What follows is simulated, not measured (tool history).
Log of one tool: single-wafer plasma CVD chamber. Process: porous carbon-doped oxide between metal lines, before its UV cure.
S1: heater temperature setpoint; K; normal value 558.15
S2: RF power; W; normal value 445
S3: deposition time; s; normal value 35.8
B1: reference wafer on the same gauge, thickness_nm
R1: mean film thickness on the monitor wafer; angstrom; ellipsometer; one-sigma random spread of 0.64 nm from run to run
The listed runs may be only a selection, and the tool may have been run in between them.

run   hour      S1   S2    S3       B1       R1
  1      0  555.15  395  35.8  171.995   1906.2
  2   28.9  555.15  395  35.8   172.16  1904.56
  3   64.5  555.15  395  35.8  172.045  1911.12
  4   82.7  553.15  495  35.8  171.915  2202.59
  5   96.3  558.15  425  32.7  172.044  1782.68
  6  115.6  558.15  425  32.7    171.8  1784.66
  7  141.6  558.15  425  32.7  172.153  1794.61
  8  159.7  558.15  445  35.8  171.901  2011.65
  9    178  558.15  445  35.8  172.017  2009.84
 10  213.5  558.15  445  35.8  171.902  2009.51
 11  314.6  558.15  445  35.8   172.04  2005.54
       322  -- gauge calibrated
 12  329.6  558.15  445  35.8  172.029  1999.09
 13  343.1  558.15  425  30.9  172.108  1694.94
 14    369  558.15  445  35.8  172.025  2032.34
 15  399.8  558.15  445  39.8  171.839  2235.55
 16    432  558.15  445  39.8  171.868  2247.04
 17  466.5  558.15  420  35.8  172.024  1941.47
 18  483.2  558.15  445  35.8  172.157  2016.73
 19  512.5  570.15  445  32.6  171.765   1697.3
     521.3  -- thermocouple changed; heater temperature recalibrated
 20  539.2  550.15  510  29.8  172.066  1880.78
 21  559.2  569.15  445  39.1  172.083  1984.15
 22  571.3  547.15  410  35.8  171.986  2033.08
 23  625.4  558.15  445  33.5  171.949  1856.18
 24  651.4  566.15  475  33.1  171.922  1803.17
     677.9  -- showerhead replaced, of another model than before
 25  678.5  558.15  445  39.1   171.88  2157.17
     694.3  -- RF generator calibrated
 26  710.6  570.15  445  32.6  171.986  1661.67
 27  746.5  558.15  425  30.9  171.977  1639.97
 28  782.5  551.15  445  35.8  172.133  2092.67
 29  807.2  558.15  405  35.8  171.964  1807.67
 30  825.8  544.15  445  35.8  172.023   2210.3
     839.3  -- gauge calibrated
 31  857.6  565.15  445    41  171.937  2169.72
 32  882.2  558.15  445  35.8  171.966  1997.84
 33  910.3  558.15  445  35.8  172.005  1995.97
 34  922.3  562.15  445  30.9  172.029  1682.74
 35  946.3  549.15  445  35.8      172  2126.13

3 ways to go on from here, each from the tool as it stands after run 35. What would each give?
  A  946.7  558.15  390  35.8   ?   ?
  B  946.7  569.15  495  42.5   ?   ?
  C  946.7  572.15  385  41.6   ?   ?

run       B1       R1
  A  172.068  1754.04
  B  172.068  2407.22
  C  172.068  1818.89
The same runs, with their run-to-run variation unchanged, on a tool lacking any hidden condition would have given:
run       R1
  A  1722.19
  B  2366.35
  C  1788.59
